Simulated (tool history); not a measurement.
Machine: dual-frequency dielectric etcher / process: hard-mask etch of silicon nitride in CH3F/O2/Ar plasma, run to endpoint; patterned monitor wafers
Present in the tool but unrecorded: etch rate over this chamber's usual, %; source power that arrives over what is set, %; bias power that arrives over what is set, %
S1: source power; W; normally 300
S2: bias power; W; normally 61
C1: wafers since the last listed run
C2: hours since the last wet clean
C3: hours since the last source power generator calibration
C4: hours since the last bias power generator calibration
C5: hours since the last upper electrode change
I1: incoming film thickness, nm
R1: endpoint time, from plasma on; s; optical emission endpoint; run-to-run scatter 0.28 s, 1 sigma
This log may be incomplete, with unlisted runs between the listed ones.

run 1 hour=0 | S1=300 S2=61 | C1=0 C2=64.8 C3=2802.5 C4=1153.8 C5=1988.3 | I1=44.79 | R1=74.8
-- hour=40.4 upper electrode replaced
run 2 hour=235 | S1=300 S2=61 | C1=1280 C2=299.8 C3=3037.5 C4=1388.8 C5=194.6 | I1=44.52 | R1=73.3
run 3 hour=339.4 | S1=300 S2=61 | C1=633 C2=404.2 C3=3141.9 C4=1493.2 C5=299 | I1=44.22 | R1=71.9
run 4 hour=383.4 | S1=300 S2=61 | C1=267 C2=448.2 C3=3185.9 C4=1537.2 C5=343 | I1=44.67 | R1=72.4
-- hour=480.8 wet clean of the chamber
run 5 hour=481.3 | S1=300 S2=61 | C1=448 C2=0.5 C3=3283.8 C4=1635.1 C5=440.9 | I1=44.13 | R1=74.1
run 6 hour=549.9 | S1=300 S2=61 | C1=416 C2=69.1 C3=3352.4 C4=1703.7 C5=509.5 | I1=44.13 | R1=73.5
run 7 hour=587.7 | S1=300 S2=61 | C1=229 C2=106.9 C3=3390.2 C4=1741.5 C5=547.3 | I1=44.72 | R1=74.6
run 8 hour=679.6 | S1=320 S2=61 | C1=557 C2=198.8 C3=3482.1 C4=1833.4 C5=639.2 | I1=44.02 | R1=72.1
run 9 hour=739.1 | S1=320 S2=61 | C1=361 C2=258.3 C3=3541.6 C4=1892.9 C5=698.7 | I1=44.94 | R1=73.5
run 10 hour=777.4 | S1=300 S2=67 | C1=232 C2=296.6 C3=3579.9 C4=1931.2 C5=737 | I1=44.51 | R1=70.3
run 11 hour=905.3 | S1=300 S2=61 | C1=776 C2=424.5 C3=3707.8 C4=2059.1 C5=864.9 | I1=44.23 | R1=72
run 12 hour=962 | S1=300 S2=61 | C1=344 C2=481.2 C3=3764.5 C4=2115.8 C5=921.6 | I1=44.21 | R1=71.4
run 13 hour=1019.7 | S1=300 S2=49 | C1=350 C2=538.9 C3=3822.2 C4=2173.5 C5=979.3 | I1=44.27 | R1=77.6
-- hour=1106 wet clean of the chamber
run 14 hour=1111.3 | S1=300 S2=49 | C1=410 C2=5.3 C3=3913.8 C4=2265.1 C5=1070.9 | I1=44.62 | R1=81.5
run 15 hour=1174.6 | S1=300 S2=49 | C1=384 C2=68.6 C3=3977.1 C4=2328.4 C5=1134.2 | I1=44.84 | R1=81.6
run 16 hour=1240.6 | S1=300 S2=61 | C1=400 C2=134.6 C3=4043.1 C4=2394.4 C5=1200.2 | I1=44.23 | R1=73.2
run 17 hour=1304.9 | S1=300 S2=61 | C1=390 C2=198.9 C3=4107.4 C4=2458.7 C5=1264.5 | I1=44.3 | R1=72.8
run 18 hour=1387.8 | S1=270 S2=74 | C1=503 C2=281.8 C3=4190.3 C4=2541.6 C5=1347.4 | I1=44.18 | R1=67.9
-- hour=1490.2 bias power generator calibrated
run 19 hour=1493.1 | S1=300 S2=61 | C1=614 C2=387.1 C3=4295.6 C4=2.9 C5=1452.7 | I1=44.5 | R1=73.6
-- hour=1513.2 source power generator calibrated
-- hour=1707 wet clean of the chamber
run 20 hour=1790.3 | S1=300 S2=61 | C1=1633 C2=83.3 C3=277.1 C4=300.1 C5=1749.9 | I1=44.15 | R1=73.9
run 21 hour=1861.6 | S1=240 S2=49 | C1=432 C2=154.6 C3=348.4 C4=371.4 C5=1821.2 | I1=44.47 | R1=84.2
run 22 hour=1955.8 | S1=300 S2=50 | C1=571 C2=248.8 C3=442.6 C4=465.6 C5=1915.4 | I1=44.54 | R1=79.3
run 23 hour=2022.3 | S1=230 S2=56 | C1=403 C2=315.3 C3=509.1 C4=532.1 C5=1981.9 | I1=44.15 | R1=79.2
run 24 hour=2123.9 | S1=300 S2=61 | C1=616 C2=416.9 C3=610.7 C4=633.7 C5=2083.5 | I1=44.66 | R1=72.7
-- hour=2189.6 upper electrode replaced
run 25 hour=2190.1 | S1=300 S2=55 | C1=256 C2=483.1 C3=676.9 C4=699.9 C5=0.5 | I1=44.03 | R1=74.8
run 26 hour=2239.8 | S1=360 S2=61 | C1=301 C2=532.8 C3=726.6 C4=749.6 C5=50.2 | I1=44.71 | R1=69.5
-- hour=2297.6 wet clean of the chamber
run 27 hour=2314.6 | S1=300 S2=57 | C1=308 C2=17 C3=801.4 C4=824.4 C5=125 | I1=44.65 | R1=77.2
run 28 hour=2359 | S1=330 S2=55 | C1=269 C2=61.4 C3=845.8 C4=868.8 C5=169.4 | I1=44.53 | R1=76.3
run 29 hour=2432.7 | S1=330 S2=56 | C1=447 C2=135.1 C3=919.5 C4=942.5 C5=243.1 | I1=44.32 | R1=75.1
run 30 hour=2477.4 | S1=300 S2=61 | C1=271 C2=179.8 C3=964.2 C4=987.2 C5=287.8 | I1=44.33 | R1=73.5
run 31 hour=2565.4 | S1=300 S2=61 | C1=534 C2=267.8 C3=1052.2 C4=1075.2 C5=375.8 | I1=44.52 | R1=72.7
run 32 hour=2645.5 | S1=240 S2=57 | C1=486 C2=347.9 C3=1132.3 C4=1155.3 C5=455.9 | I1=44.27 | R1=77.3
run 33 hour=2748.9 | S1=270 S2=61 | C1=627 C2=451.3 C3=1235.7 C4=1258.7 C5=559.3 | I1=44.04 | R1=72.9

What was the tool's hidden state at every run in the log?
source power that arrives over what is set, %: 0 in every run
H1: etch rate over this chamber's usual, %
H2: bias power that arrives over what is set, %
run=1 H1=0.832 H2=2.21
run=2 H1=2.83 H2=2.57
run=3 H1=3.72 H2=2.73
run=4 H1=4.09 H2=2.8
run=5 H1=-0.0278 H2=2.95
run=6 H1=0.556 H2=3.06
run=7 H1=0.878 H2=3.12
run=8 H1=1.66 H2=3.26
run=9 H1=2.17 H2=3.35
run=10 H1=2.49 H2=3.41
run=11 H1=3.58 H2=3.61
run=12 H1=4.06 H2=3.7
run=13 H1=4.55 H2=3.79
run=14 H1=0.118 H2=3.93
run=15 H1=0.656 H2=4.03
run=16 H1=1.22 H2=4.13
run=17 H1=1.77 H2=4.23
run=18 H1=2.47 H2=4.36
run=19 H1=3.37 H2=0.456
run=20 H1=1.15 H2=0.917
run=21 H1=1.75 H2=1.03
run=22 H1=2.55 H2=1.17
run=23 H1=3.12 H2=1.28
run=24 H1=3.98 H2=1.43
run=25 H1=4.55 H2=1.54
run=26 H1=4.97 H2=1.61
run=27 H1=0.565 H2=1.73
run=28 H1=0.943 H2=1.8
run=29 H1=1.57 H2=1.91
run=30 H1=1.95 H2=1.98
run=31 H1=2.7 H2=2.12
run=32 H1=3.38 H2=2.24
run=33 H1=4.26 H2=2.41
